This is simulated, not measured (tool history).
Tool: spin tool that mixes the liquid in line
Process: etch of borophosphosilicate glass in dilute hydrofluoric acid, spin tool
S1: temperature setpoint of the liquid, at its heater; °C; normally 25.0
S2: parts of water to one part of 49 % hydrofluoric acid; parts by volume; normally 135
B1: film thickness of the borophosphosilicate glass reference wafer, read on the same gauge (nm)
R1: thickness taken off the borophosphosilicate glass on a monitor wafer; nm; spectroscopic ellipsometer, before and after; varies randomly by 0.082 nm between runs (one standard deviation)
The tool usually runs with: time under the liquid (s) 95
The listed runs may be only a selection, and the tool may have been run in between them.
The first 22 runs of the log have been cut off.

run 23 day=69.321 | S1=20.5 S2=135 time_under_the_liquid_(s)=125 | B1=146.81 | R1=20.05
run 24 day=73.379 | S1=26.5 S2=85 time_under_the_liquid_(s)=150 | B1=146.62 | R1=51.70
run 25 day=77.204 | S1=21.0 S2=105 time_under_the_liquid_(s)=95 | B1=146.40 | R1=20.54
run 26 day=79.971 | S1=20.5 S2=135 time_under_the_liquid_(s)=95 | B1=146.33 | R1=15.28
run 27 day=82.192 | S1=29.0 S2=135 time_under_the_liquid_(s)=95 | B1=146.28 | R1=20.99
run 28 day=84.508 | S1=25.0 S2=135 time_under_the_liquid_(s)=95 | B1=146.19 | R1=18.15
run 29 day=87.767 | S1=25.0 S2=135 time_under_the_liquid_(s)=95 | B1=146.16 | R1=18.18
run 30 day=91.304 | S1=25.0 S2=135 time_under_the_liquid_(s)=55 | B1=146.01 | R1=10.37
run 31 day=95.200 | S1=27.0 S2=135 time_under_the_liquid_(s)=145 | B1=145.96 | R1=29.89
run 32 day=99.179 | S1=26.5 S2=115 time_under_the_liquid_(s)=95 | B1=145.91 | R1=22.98
run 33 day=102.771 | S1=25.0 S2=190 time_under_the_liquid_(s)=95 | B1=145.87 | R1=12.05

Forecast each of these 3 alternatives for the next run:
run A day=102.788 | S1=25.0 S2=105 time_under_the_liquid_(s)=95 | B1=? | R1=?
run B day=102.788 | S1=25.0 S2=135 time_under_the_liquid_(s)=50 | B1=? | R1=?
run C day=102.788 | S1=25.0 S2=115 time_under_the_liquid_(s)=95 | B1=? | R1=?

run=A B1=145.87 R1=23.87
run=B B1=145.87 R1=9.42
run=C B1=145.87 R1=21.52
Stripped of hidden state, with their random variation kept, the same runs would have yielded:
run=A R1=24.54
run=B R1=9.69
run=C R1=22.13

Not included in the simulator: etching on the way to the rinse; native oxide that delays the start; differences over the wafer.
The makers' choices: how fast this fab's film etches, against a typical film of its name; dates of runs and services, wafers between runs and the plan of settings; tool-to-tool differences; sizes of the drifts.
